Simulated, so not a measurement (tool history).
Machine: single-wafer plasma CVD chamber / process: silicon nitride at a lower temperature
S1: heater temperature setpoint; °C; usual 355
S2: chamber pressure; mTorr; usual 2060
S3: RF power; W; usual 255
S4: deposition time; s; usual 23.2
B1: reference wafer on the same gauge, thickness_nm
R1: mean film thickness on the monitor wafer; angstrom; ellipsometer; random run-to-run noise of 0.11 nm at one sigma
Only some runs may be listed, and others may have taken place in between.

{"run": 1, "hour": 0.0, "S1": 355, "S2": 2060, "S3": 255, "S4": 23.2, "B1": 27.938, "R1": 252.99}
{"run": 2, "hour": 95.0, "S1": 355, "S2": 2060, "S3": 255, "S4": 23.2, "B1": 27.892, "R1": 251.42}
{"run": 3, "hour": 224.0, "S1": 355, "S2": 2060, "S3": 255, "S4": 19.9, "B1": 27.896, "R1": 215.96}
{"run": 4, "hour": 268.8, "S1": 355, "S2": 2060, "S3": 255, "S4": 19.9, "B1": 27.86, "R1": 215.88}
{"run": 5, "hour": 344.2, "S1": 355, "S2": 1860, "S3": 255, "S4": 23.2, "B1": 27.852, "R1": 240.57}
{"run": 6, "hour": 422.0, "S1": 355, "S2": 1860, "S3": 255, "S4": 23.2, "B1": 27.882, "R1": 238.0}
{"run": 7, "hour": 467.0, "S1": 355, "S2": 1860, "S3": 255, "S4": 23.2, "B1": 27.83, "R1": 240.57}
{"run": 8, "hour": 538.3, "S1": 355, "S2": 2060, "S3": 235, "S4": 23.2, "B1": 27.897, "R1": 229.18}
{"run": 9, "hour": 645.7, "S1": 355, "S2": 2060, "S3": 235, "S4": 23.2, "B1": 27.869, "R1": 230.03}
{"hour": 694.9, "done": "capacitance manometer re-zeroed and calibrated"}
{"run": 10, "hour": 745.8, "S1": 355, "S2": 2060, "S3": 235, "S4": 23.2, "B1": 27.901, "R1": 228.76}
{"run": 11, "hour": 830.1, "S1": 350, "S2": 2060, "S3": 255, "S4": 23.2, "B1": 27.86, "R1": 247.89}
{"run": 12, "hour": 905.3, "S1": 350, "S2": 2060, "S3": 255, "S4": 23.2, "B1": 27.913, "R1": 249.72}
{"run": 13, "hour": 979.1, "S1": 343, "S2": 2060, "S3": 255, "S4": 26.4, "B1": 27.914, "R1": 282.43}
{"run": 14, "hour": 1037.7, "S1": 351, "S2": 2060, "S3": 230, "S4": 24.5, "B1": 27.875, "R1": 233.48}
{"run": 15, "hour": 1075.7, "S1": 355, "S2": 2440, "S3": 255, "S4": 23.2, "B1": 27.922, "R1": 264.83}
{"hour": 1123.3, "done": "thermocouple changed; heater temperature recalibrated"}
{"run": 16, "hour": 1177.7, "S1": 369, "S2": 1580, "S3": 235, "S4": 27.1, "B1": 27.885, "R1": 229.22}
{"hour": 1203.6, "done": "RF generator calibrated"}
{"run": 17, "hour": 1241.5, "S1": 341, "S2": 2060, "S3": 255, "S4": 23.2, "B1": 27.937, "R1": 263.91}
{"hour": 1271.9, "done": "showerhead replaced"}
{"hour": 1324.5, "done": "gauge calibrated"}
{"run": 18, "hour": 1339.1, "S1": 355, "S2": 2450, "S3": 210, "S4": 23.2, "B1": 27.868, "R1": 226.42}
{"run": 19, "hour": 1440.5, "S1": 361, "S2": 1670, "S3": 255, "S4": 18.7, "B1": 27.948, "R1": 187.15}
{"run": 20, "hour": 1530.4, "S1": 355, "S2": 2060, "S3": 235, "S4": 23.2, "B1": 27.893, "R1": 237.06}
{"run": 21, "hour": 1727.3, "S1": 345, "S2": 2060, "S3": 275, "S4": 23.2, "B1": 27.956, "R1": 278.2}
{"run": 22, "hour": 1784.6, "S1": 355, "S2": 2240, "S3": 205, "S4": 23.2, "B1": 27.931, "R1": 211.49}
{"run": 23, "hour": 1857.9, "S1": 347, "S2": 2060, "S3": 275, "S4": 26.4, "B1": 27.886, "R1": 313.47}
{"run": 24, "hour": 1960.2, "S1": 355, "S2": 1860, "S3": 255, "S4": 23.2, "B1": 27.9, "R1": 245.93}
{"run": 25, "hour": 2049.5, "S1": 348, "S2": 2310, "S3": 255, "S4": 23.2, "B1": 27.883, "R1": 268.1}
{"run": 26, "hour": 2098.0, "S1": 355, "S2": 2060, "S3": 255, "S4": 23.2, "B1": 27.889, "R1": 254.38}
{"run": 27, "hour": 2157.3, "S1": 355, "S2": 2060, "S3": 255, "S4": 23.2, "B1": 27.858, "R1": 254.03}

5 ways to go on from here, each from the tool as it stands after run 27. What would each give?
{"run": "A", "hour": 2157.7, "S1": 369, "S2": 2060, "S3": 255, "S4": 23.2, "B1": "?", "R1": "?"}
{"run": "B", "hour": 2157.7, "S1": 355, "S2": 2550, "S3": 255, "S4": 23.2, "B1": "?", "R1": "?"}
{"run": "C", "hour": 2157.7, "S1": 355, "S2": 2060, "S3": 215, "S4": 23.2, "B1": "?", "R1": "?"}
{"run": "D", "hour": 2157.7, "S1": 346, "S2": 2060, "S3": 255, "S4": 21.1, "B1": "?", "R1": "?"}
{"run": "E", "hour": 2157.7, "S1": 355, "S2": 2060, "S3": 255, "S4": 25.1, "B1": "?", "R1": "?"}

run=A B1=27.906 R1=251.59
run=B B1=27.906 R1=273.91
run=C B1=27.906 R1=211.70
run=D B1=27.906 R1=230.65
run=E B1=27.906 R1=273.45
With the hidden condition removed and each run's random variation left untouched, the same runs would have given:
run=A R1=258.14
run=B R1=281.05
run=C R1=217.48
run=D R1=236.66
run=E R1=280.57
